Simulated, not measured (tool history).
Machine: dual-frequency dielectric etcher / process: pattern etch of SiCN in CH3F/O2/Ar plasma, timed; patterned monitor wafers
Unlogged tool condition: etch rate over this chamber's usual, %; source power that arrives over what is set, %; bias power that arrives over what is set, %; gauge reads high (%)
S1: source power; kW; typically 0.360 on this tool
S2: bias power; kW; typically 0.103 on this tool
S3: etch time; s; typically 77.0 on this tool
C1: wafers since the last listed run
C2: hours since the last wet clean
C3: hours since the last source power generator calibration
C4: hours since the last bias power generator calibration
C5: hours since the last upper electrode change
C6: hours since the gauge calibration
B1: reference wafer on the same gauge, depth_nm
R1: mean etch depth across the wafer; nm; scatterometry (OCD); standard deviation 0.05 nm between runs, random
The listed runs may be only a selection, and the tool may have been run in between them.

run,hour,S1,S2,S3,C1,C2,C3,C4,C5,C6,B1,R1
1,0.0,0.360,0.103,88.5,0,283.2,2725.8,3056.7,2557.9,48.1,31.41,37.58
2,14.5,0.360,0.117,77.0,134,297.7,2740.3,3071.2,2572.4,62.6,31.39,34.45
3,24.4,0.360,0.117,77.0,91,307.6,2750.2,3081.1,2582.3,72.5,31.40,34.36
4,38.8,0.360,0.117,77.0,133,322.0,2764.6,3095.5,2596.7,86.9,31.41,34.40
5,54.6,0.360,0.103,87.5,146,337.8,2780.4,3111.3,2612.5,102.7,31.38,37.04
# hour 80.3: upper electrode replaced
6,80.8,0.360,0.093,94.0,20,364.0,2806.6,3137.5,0.5,128.9,31.40,38.28
7,85.5,0.360,0.103,77.0,43,368.7,2811.3,3142.2,5.2,133.6,31.39,32.65
# hour 109.9: wet clean of the chamber
# hour 111.2: bias power generator calibrated
8,111.7,0.360,0.103,77.0,8,1.8,2837.5,0.5,31.4,159.8,31.39,33.00
9,112.1,0.420,0.103,70.0,3,2.2,2837.9,0.9,31.8,160.2,31.41,31.41
# hour 116.4: source power generator calibrated
10,116.9,0.430,0.094,87.0,7,7.0,0.5,5.7,36.6,165.0,31.40,37.96
# hour 128.6: gauge calibrated
11,130.4,0.290,0.081,99.5,124,20.5,14.0,19.2,50.1,1.8,31.40,36.55
12,139.7,0.300,0.092,95.0,85,29.8,23.3,28.5,59.4,11.1,31.39,36.99
13,145.7,0.360,0.103,77.0,55,35.8,29.3,34.5,65.4,17.1,31.39,33.05
14,154.7,0.280,0.120,64.5,83,44.8,38.3,43.5,74.4,26.1,31.40,27.50
15,165.3,0.360,0.092,77.0,97,55.4,48.9,54.1,85.0,36.7,31.40,31.51
16,174.7,0.390,0.086,77.0,86,64.8,58.3,63.5,94.4,46.1,31.39,31.33

List, for all runs, the conditions of the tool that the log does not record:
source power that arrives over what is set, %: 0 across all the runs
bias power that arrives over what is set, %: 0 across all the runs
gauge reads high (%): 0 across all the runs
H1: etch rate over this chamber's usual, %
run,H1
1,-1.25
2,-1.3
3,-1.34
4,-1.4
5,-1.46
6,-1.57
7,-1.59
8,-0.238
9,-0.239
10,-0.258
11,-0.312
12,-0.349
13,-0.373
14,-0.408
15,-0.451
16,-0.488
